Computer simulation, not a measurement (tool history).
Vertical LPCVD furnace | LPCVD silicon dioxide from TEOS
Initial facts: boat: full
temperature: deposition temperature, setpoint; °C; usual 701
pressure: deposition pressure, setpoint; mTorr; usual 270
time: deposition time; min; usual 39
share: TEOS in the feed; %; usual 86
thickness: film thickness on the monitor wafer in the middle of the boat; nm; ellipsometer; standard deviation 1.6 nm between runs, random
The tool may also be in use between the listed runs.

run	hour	temperature	pressure	time	share	wafers since the last listed run	hours since the last temperature calibration	hours since the pressure gauge was zeroed	hours since the TEOS flow controller was replaced	hours since the gauge calibration	read-back reference wafer on the same gauge, thickness	thickness
1	0	701	270	39	86	0	2130.6	3033.3	7607.2	138.3	296.14	302.56
2	14.4	701	270	39	86	163	2145	3047.7	7621.6	152.7	296.49	300.54
3	35.3	701	270	39	86	236	2165.9	3068.6	7642.5	173.6	296	303.23
4	51.3	701	270	39	86	181	2181.9	3084.6	7658.5	189.6	295.62	297.68
5	58.6	701	270	39	86	82	2189.2	3091.9	7665.8	196.9	295.88	300.58
6	67.9	701	270	39	86	105	2198.5	3101.2	7675.1	206.2	296.22	298.66
# hour 98.2: TEOS flow controller replaced
7	98.7	701	270	39	86	77	2229.3	3132	0.5	237	295.79	301.17
# hour 105.3: gauge calibrated
8	106	701	270	39	86	82	2236.6	3139.3	7.8	0.7	296.18	300.22
9	125.2	698	270	39	86	217	2255.8	3158.5	27	19.9	296.29	280.79
10	132.6	698	270	39	86	83	2263.2	3165.9	34.4	27.3	295.95	283.62
# hour 160.9: thermocouples replaced and temperature profile calibrated
11	161.4	701	270	39	86	54	0.5	3194.7	63.2	56.1	296.07	299.72
12	166.5	690	235	25	86	57	5.6	3199.8	68.3	61.2	296.11	138.48
# hour 196.1: pressure gauge zeroed
13	196.6	693	240	32.5	86	69	35.7	0.5	98.4	91.3	295.98	195.62
14	201.7	711	270	39	86	57	40.8	5.6	103.5	96.4	296.16	379.1
15	213.5	701	270	29.5	86	133	52.6	17.4	115.3	108.2	296.18	228.75
16	227.2	693	230	39	81	155	66.3	31.1	129	121.9	295.99	222.05
17	242.6	701	270	39	90	174	81.7	46.5	144.4	137.3	295.66	306.32
18	255.6	690	270	47.5	95	147	94.7	59.5	157.4	150.3	296.51	297.9
19	270.4	701	295	26.5	86	167	109.5	74.3	172.2	165.1	295.59	213.26
20	281.1	701	270	39	86	121	120.2	85	182.9	175.8	295.75	301.18
21	290.7	705	270	39	86	108	129.8	94.6	192.5	185.4	295.99	331.41

What was the tool's hidden state at every run in the log?
true tube temperature minus thermocouple reading, K: 0 in every run
true pressure minus gauge reading, mTorr: 0 in every run
deviation of the TEOS flow from its setpoint, %: 0 in every run
gauge reads high (%): 0 in every run

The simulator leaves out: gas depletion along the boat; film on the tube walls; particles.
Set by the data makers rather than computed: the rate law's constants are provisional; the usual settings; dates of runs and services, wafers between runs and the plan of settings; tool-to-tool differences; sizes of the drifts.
